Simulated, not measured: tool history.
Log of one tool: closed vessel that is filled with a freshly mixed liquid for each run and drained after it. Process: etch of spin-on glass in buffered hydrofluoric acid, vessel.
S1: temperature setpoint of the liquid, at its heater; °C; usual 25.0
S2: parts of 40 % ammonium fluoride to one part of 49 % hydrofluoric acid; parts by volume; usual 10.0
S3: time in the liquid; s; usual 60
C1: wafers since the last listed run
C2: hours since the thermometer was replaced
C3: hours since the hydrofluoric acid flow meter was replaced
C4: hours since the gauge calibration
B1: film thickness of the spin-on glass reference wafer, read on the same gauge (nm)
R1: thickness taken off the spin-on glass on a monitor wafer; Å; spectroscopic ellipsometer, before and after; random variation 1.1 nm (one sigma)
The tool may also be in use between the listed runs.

run	day	S1	S2	S3	C1	C2	C3	C4	B1	R1
1	0.000	25.0	10.0	60	0	70.1	961.5	364.6	139.99	1784.7
2	2.075	25.0	10.0	60	5705	119.9	1011.3	414.4	140.01	1822.9
3	5.700	25.0	10.0	60	9967	206.9	1098.3	501.4	139.96	1823.8
4	8.908	25.0	10.0	60	8821	283.9	1175.3	578.4	140.00	1840.4
# day 10.521: gauge calibrated
5	10.771	25.0	10.0	60	5121	328.6	1220.0	6.0	140.01	1837.5
6	14.608	25.0	10.0	45	10551	420.7	1312.1	98.1	139.99	1396.7
7	19.000	25.0	10.0	45	12075	526.1	1417.5	203.5	139.98	1390.3
8	20.879	25.0	10.0	45	5167	571.2	1462.6	248.6	140.00	1399.6
9	22.712	25.0	10.0	60	5041	615.2	1506.6	292.6	139.99	1848.9
10	24.554	25.0	10.0	60	5063	659.4	1550.8	336.8	140.00	1902.8
11	28.033	25.0	10.0	60	9566	742.9	1634.3	420.3	140.01	1887.9
12	30.254	27.0	10.0	40	6106	796.2	1687.6	473.6	140.01	1410.3
13	33.217	22.5	10.0	60	8145	867.3	1758.7	544.7	140.00	1665.5
# day 36.933: gauge calibrated
14	37.417	27.5	12.0	85	11548	968.1	1859.5	11.6	140.04	2593.7
# day 38.396: thermometer replaced
15	39.471	22.0	10.0	60	5533	25.8	1908.8	60.9	140.00	1510.4
# day 40.204: hydrofluoric acid flow meter replaced
16	42.967	25.0	10.0	60	9497	109.7	66.3	144.8	139.99	1820.0
17	47.992	26.5	11.0	30	13816	230.3	186.9	265.4	140.00	908.2
18	50.625	22.5	11.5	75	7240	293.5	250.1	328.6	139.98	1748.0

Forecast each of these 4 alternatives for the next run:
A	50.654	25.0	10.0	95	80	294.2	250.8	329.3	?	?
B	50.654	25.0	7.0	60	80	294.2	250.8	329.3	?	?
C	50.654	25.0	7.5	30	80	294.2	250.8	329.3	?	?
D	50.654	30.0	10.0	60	80	294.2	250.8	329.3	?	?

run	B1	R1
A	140.02	2903.1
B	140.02	2571.3
C	140.02	1193.4
D	140.02	2391.8
Without the tool's hidden state the same runs would have given:
run	R1
A	2841.0
B	2516.3
C	1167.9
D	2342.2

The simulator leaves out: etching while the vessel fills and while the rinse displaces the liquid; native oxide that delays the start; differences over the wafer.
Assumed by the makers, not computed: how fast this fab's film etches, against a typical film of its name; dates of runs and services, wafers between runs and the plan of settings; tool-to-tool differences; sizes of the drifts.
